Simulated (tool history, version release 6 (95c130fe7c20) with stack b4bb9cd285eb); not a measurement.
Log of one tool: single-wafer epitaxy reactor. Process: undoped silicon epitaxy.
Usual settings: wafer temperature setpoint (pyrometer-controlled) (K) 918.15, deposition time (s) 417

run    hour  wafer temperature setpoint (pyrometer-controlled) (K)  deposition time (s)  wafers since the last listed run  hours since the last pyrometer calibration  hours since the gauge calibration  read-back reference wafer on the same gauge, thickness_nm  mean film thickness on the monitor wafer (Å)
  1     0.0                                                 918.15                  483                                 0                                       738.0                             1704.5                                                     61.918                                        807.54
  2    41.7                                                 918.15                  483                               254                                       779.7                             1746.2                                                     62.026                                        817.66
  3    81.6                                                 918.15                  483                               243                                       819.6                             1786.1                                                     61.918                                        813.40
      160.5  -- pyrometer calibrated
  4   186.4                                                 918.15                  417                               591                                        25.9                             1890.9                                                     62.007                                        662.12
  5   422.3                                                 918.15                  417                              1441                                       261.8                             2126.8                                                     61.913                                        679.54
  6   512.0                                                 925.15                  393                               547                                       351.5                             2216.5                                                     62.036                                        742.60
  7   647.1                                                 918.15                  417                               825                                       486.6                             2351.6                                                     61.989                                        687.17
  8   737.2                                                 918.15                  417                               550                                       576.7                             2441.7                                                     61.978                                        689.74
  9   813.2                                                 913.15                  367                               464                                       652.7                             2517.7                                                     62.020                                        554.07
 10   998.4                                                 913.15                  367                              1131                                       837.9                             2702.9                                                     62.011                                        549.43
 11  1069.4                                                 918.15                  417                               433                                       908.9                             2773.9                                                     61.927                                        694.92
 12  1127.6                                                 918.15                  417                               355                                       967.1                             2832.1                                                     61.891                                        691.50
     1180.2  -- pyrometer calibrated
 13  1180.7                                                 918.15                  417                               275                                         0.5                             2885.2                                                     61.988                                        658.18
 14  1272.7                                                 918.15                  417                               562                                        92.5                             2977.2                                                     62.026                                        676.45
 15  1315.4                                                 908.15                  477                               260                                       135.2                             3019.9                                                     62.076                                        625.25
     1343.3  -- gauge calibrated
 16  1417.3                                                 908.15                  477                               622                                       237.1                               74.0                                                     62.018                                        633.01
 17  1456.2                                                 908.15                  477                               237                                       276.0                              112.9                                                     61.924                                        635.38
 18  1525.9                                                 918.15                  467                               425                                       345.7                              182.6                                                     62.110                                        768.52
 19  1570.3                                                 918.15                  467                               271                                       390.1                              227.0                                                     62.081                                        770.10
 20  1606.5                                                 918.15                  417                               221                                       426.3                              263.2                                                     61.927                                        690.78
 21  1681.9                                                 918.15                  417                               460                                       501.7                              338.6                                                     61.960                                        690.13
 22  1975.4                                                 918.15                  417                              1792                                       795.2                              632.1                                                     62.033                                        691.27

Forecast run 23:
 23  2033.8                                                 908.15                  477                               356                                       853.6                              690.5                                                          ?                                             ?

Run 23 gave read-back reference wafer on the same gauge, thickness_nm 61.906, mean film thickness on the monitor wafer (Å) 649.83.
Without the tool's hidden state the same run would have given mean film thickness on the monitor wafer (Å) 617.96.
